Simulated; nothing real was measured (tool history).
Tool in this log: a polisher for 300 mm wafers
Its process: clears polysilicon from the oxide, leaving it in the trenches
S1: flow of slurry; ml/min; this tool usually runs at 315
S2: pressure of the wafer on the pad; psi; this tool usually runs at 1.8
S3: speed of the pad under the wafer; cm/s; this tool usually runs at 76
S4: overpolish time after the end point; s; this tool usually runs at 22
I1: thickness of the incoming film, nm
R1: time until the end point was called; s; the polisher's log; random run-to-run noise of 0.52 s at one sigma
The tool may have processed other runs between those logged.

Run 1, hour 0.0: usual settings but S2 2.1 psi; I1 383.3. Result: R1 48.3 s.
Run 2, hour 9.4: usual settings; I1 378.1. Result: R1 54.5 s.
At hour 15.1: worn pad replaced by a new one.
Run 3, hour 23.7: usual settings; I1 376.8. Result: R1 54.8 s.
At hour 49.9: slurry nozzle cleaned.
Run 4, hour 71.4: usual settings; I1 378.3. Result: R1 54.7 s.
Run 5, hour 77.5: usual settings; I1 377.7. Result: R1 54.5 s.
At hour 84.8: head pressure recalibrated.
Run 6, hour 87.8: usual settings; I1 377.7. Result: R1 49.9 s.
Run 7, hour 97.0: usual settings; I1 376.2. Result: R1 48.5 s.
Run 8, hour 103.1: usual settings; I1 376.7. Result: R1 47.7 s.
Run 9, hour 112.2: usual settings but S3 86 cm/s; I1 380.7. Result: R1 44.1 s.
Run 10, hour 126.7: usual settings but S2 1.6 psi, S4 27 s; I1 383.7. Result: R1 56.5 s.
Run 11, hour 139.7: usual settings but S2 1.4 psi, S3 82 cm/s; I1 373.1. Result: R1 57.8 s.
Run 12, hour 150.2: usual settings but S1 225 ml/min, S3 66 cm/s, S4 27 s; I1 379.8. Result: R1 58.3 s.
Run 13, hour 165.0: usual settings but S1 380 ml/min, S4 27 s; I1 379.5. Result: R1 48.2 s.
Run 14, hour 173.5: usual settings but S1 265 ml/min, S2 1.6 psi, S3 66 cm/s, S4 9 s; I1 375.0. Result: R1 64.7 s.
Run 15, hour 186.7: usual settings but S2 2.3 psi, S4 25 s; I1 383.0. Result: R1 39.6 s.
Run 16, hour 199.1: usual settings but S1 375 ml/min; I1 387.8. Result: R1 51.2 s.
Run 17, hour 209.2: usual settings but S3 96 cm/s; I1 380.2. Result: R1 39.6 s.
Run 18, hour 220.7: usual settings; I1 381.9. Result: R1 49.4 s.
Run 19, hour 235.2: usual settings but S2 1.2 psi, S3 96 cm/s; I1 378.7. Result: R1 59.0 s.
At hour 247.4: worn pad replaced by a new one.
Run 20, hour 252.0: usual settings; I1 380.5. Result: R1 50.6 s.
Run 21, hour 264.7: usual settings but S1 375 ml/min, S2 2.2 psi, S3 86 cm/s, S4 27 s; I1 380.4. Result: R1 36.0 s.
Run 22, hour 273.9: usual settings but S3 94 cm/s; I1 379.2. Result: R1 40.4 s.
Run 23, hour 284.0: usual settings; I1 377.5. Result: R1 50.1 s.
Run 24, hour 291.4: usual settings; I1 380.0. Result: R1 51.6 s.
Run 25, hour 301.6: usual settings but S1 400 ml/min, S2 2.1 psi, S4 35 s; I1 382.8. Result: R1 43.1 s.
Run 26, hour 311.2: usual settings but S2 1.5 psi, S3 64 cm/s, S4 16 s; I1 375.5. Result: R1 72.1 s.
Run 27, hour 322.5: usual settings but S1 410 ml/min, S2 1.6 psi; I1 380.7. Result: R1 56.8 s.
Run 28, hour 334.6: usual settings but S3 88 cm/s; I1 380.6. Result: R1 44.2 s.
Run 29, hour 369.1: usual settings but S1 215 ml/min, S4 15 s; I1 381.5. Result: R1 53.0 s.
Run 30, hour 378.9: usual settings but S2 1.4 psi, S3 60 cm/s; I1 377.8. Result: R1 81.7 s.
Run 31, hour 401.7: usual settings but S1 360 ml/min, S2 1.6 psi, S3 100 cm/s, S4 12 s; I1 384.7. Result: R1 44.2 s.
Run 32, hour 417.5: usual settings but S1 235 ml/min, S2 1.4 psi; I1 378.2. Result: R1 66.6 s.
Run 33, hour 429.2: usual settings but S4 32 s; I1 377.4. Result: R1 51.6 s.
At hour 438.2: worn pad replaced by a new one.
Run 34, hour 438.7: usual settings but S1 225 ml/min, S2 1.3 psi; I1 379.5. Result: R1 72.8 s.
Run 35, hour 449.3: usual settings but S2 2.1 psi; I1 381.6. Result: R1 44.0 s.

Exercise: give the hidden state of the tool at every run:
removal rate lost through wear of the pad, %: 0 in every run
slurry flow missing at the pad, %: 0 in every run
H1: deviation of the head's pressure from its setpoint, %
run       H1
  1    -8.85
  2    -8.97
  3    -9.16
  4    -9.77
  5    -9.85
  6    0.653
  7    0.535
  8    0.456
  9    0.339
 10    0.152
 11  -0.0158
 12   -0.151
 13   -0.342
 14   -0.451
 15   -0.622
 16   -0.781
 17   -0.912
 18    -1.06
 19    -1.25
 20    -1.46
 21    -1.63
 22    -1.75
 23    -1.88
 24    -1.97
 25     -2.1
 26    -2.23
 27    -2.37
 28    -2.53
 29    -2.97
 30     -3.1
 31    -3.39
 32     -3.6
 33    -3.75
 34    -3.87
 35    -4.01

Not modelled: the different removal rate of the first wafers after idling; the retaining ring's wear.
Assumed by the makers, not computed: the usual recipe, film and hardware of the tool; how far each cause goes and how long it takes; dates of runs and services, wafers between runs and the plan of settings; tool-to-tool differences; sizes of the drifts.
